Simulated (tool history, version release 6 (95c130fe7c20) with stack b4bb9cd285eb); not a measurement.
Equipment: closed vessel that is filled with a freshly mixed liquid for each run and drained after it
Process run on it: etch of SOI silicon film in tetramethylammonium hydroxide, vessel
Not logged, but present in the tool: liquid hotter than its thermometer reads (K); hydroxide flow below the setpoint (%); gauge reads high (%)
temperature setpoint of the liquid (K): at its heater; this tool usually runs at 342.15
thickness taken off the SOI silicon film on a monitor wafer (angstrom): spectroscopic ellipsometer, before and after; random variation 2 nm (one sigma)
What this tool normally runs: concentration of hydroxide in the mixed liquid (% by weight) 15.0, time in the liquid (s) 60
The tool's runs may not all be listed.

| run | hour | temperature setpoint of the liquid (K) | concentration of hydroxide in the mixed liquid (% by weight) | time in the liquid (s) | wafers since the last listed run | hours since the thermometer was replaced | hours since the hydroxide flow meter was replaced | hours since the gauge calibration | read-back film thickness of the SOI silicon film reference wafer, read on the same gauge (nm) | thickness taken off the SOI silicon film on a monitor wafer (angstrom) |
|---|---|---|---|---|---|---|---|---|---|---|
| 1 | 0.0 | 342.15 | 13.5 | 60 | 0 | 672.3 | 2547.0 | 82.5 | 129.99 | 3316.4 |
| 2 | 7.6 | 338.65 | 15.0 | 60 | 870 | 679.9 | 2554.6 | 90.1 | 130.01 | 2545.1 |
| 3 | 25.4 | 338.65 | 15.0 | 60 | 2039 | 697.7 | 2572.4 | 107.9 | 129.97 | 2543.2 |
| 4 | 42.4 | 338.65 | 15.0 | 60 | 1947 | 714.7 | 2589.4 | 124.9 | 129.99 | 2576.5 |
| 5 | 57.8 | 348.15 | 15.0 | 60 | 1764 | 730.1 | 2604.8 | 140.3 | 129.98 | 4383.5 |
|  | 61.1 | gauge calibrated |
|  | 68.0 | thermometer replaced |
| 6 | 71.8 | 348.15 | 15.0 | 60 | 1489 | 3.8 | 2618.8 | 10.7 | 130.02 | 4422.4 |
| 7 | 79.3 | 348.15 | 15.0 | 60 | 859 | 11.3 | 2626.3 | 18.2 | 130.01 | 4464.6 |
| 8 | 95.9 | 342.15 | 15.0 | 45 | 1902 | 27.9 | 2642.9 | 34.8 | 130.03 | 2365.4 |
| 9 | 106.2 | 348.65 | 15.0 | 30 | 1180 | 38.2 | 2653.2 | 45.1 | 130.02 | 2291.8 |

Run 10, settings as shown, results not yet in. Your forecast:
| 10 | 121.1 | 342.15 | 15.0 | 60 | 1707 | 53.1 | 2668.1 | 60.0 | ? | ? |

For run 10 the tool returned read-back film thickness of the SOI silicon film reference wafer, read on the same gauge (nm) 129.99, thickness taken off the SOI silicon film on a monitor wafer (angstrom) 3165.6.
With no hidden state in the tool, this same run would have given thickness taken off the SOI silicon film on a monitor wafer (angstrom) 3165.6.
